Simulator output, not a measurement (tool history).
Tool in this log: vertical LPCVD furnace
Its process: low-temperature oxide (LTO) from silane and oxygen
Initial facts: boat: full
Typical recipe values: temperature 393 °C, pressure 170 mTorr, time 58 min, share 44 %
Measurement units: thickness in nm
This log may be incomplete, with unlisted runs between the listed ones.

run,day,temperature,pressure,time,share,"read-back reference wafer on the same gauge, thickness",thickness
1,0,393,170,58,44,516.91,472.31
2,2.388,393,170,58,44,517.08,474.45
3,5.096,393,170,58,44,516.44,472.32
# day 9.171: gauge calibrated
4,11.658,393,150,58,44,516.64,419.83
5,12.738,393,150,58,44,516.67,417.16
6,14.425,393,150,58,44,516.82,416.45
# day 16.133: thermocouples replaced and temperature profile calibrated
7,17.15,393,170,76,44,516.47,599.88
8,18.471,393,170,76,44,517.05,597.43
9,19.638,393,170,76,44,517.37,601.32
10,21.629,393,170,49.5,46,516.7,409.87
11,24.258,384,135,69,36,517,306.36
12,29.233,385,140,67,42,517.17,380.65
# day 31.067: silane flow controller replaced
# day 32.483: pressure gauge zeroed
13,32.504,393,150,58,44,517.4,408.96
14,35.638,397,155,42.5,40,516.94,289.92
15,38.05,393,200,58,44,517.52,543.82
# day 38.079: gauge calibrated
16,40.688,393,170,58,44,517.1,465.21
17,41.762,389,170,58,44,517.1,443.56
18,43.642,393,170,58,44,516.94,465.9
19,46.267,396,150,71,44,517.43,518.72
20,48.708,390,170,45.5,37,517.15,287.82
21,50.629,384,190,81,44,516.52,660.74

Here are 4 independent what-if runs from the current tool condition. What would each one return?
A,50.846,393,210,58,44,?,?
B,50.846,399,170,58,44,?,?
C,50.846,383,185,75.5,37,?,?
D,50.846,393,190,48,44,?,?

run,"read-back reference wafer on the same gauge, thickness",thickness
A,516.47,577.3
B,516.47,498.42
C,516.47,479.21
D,516.47,432.26
With the hidden condition removed and each run's random variation left untouched, the same runs would have given:
run,thickness
A,558.7
B,482.73
C,462.28
D,418.34
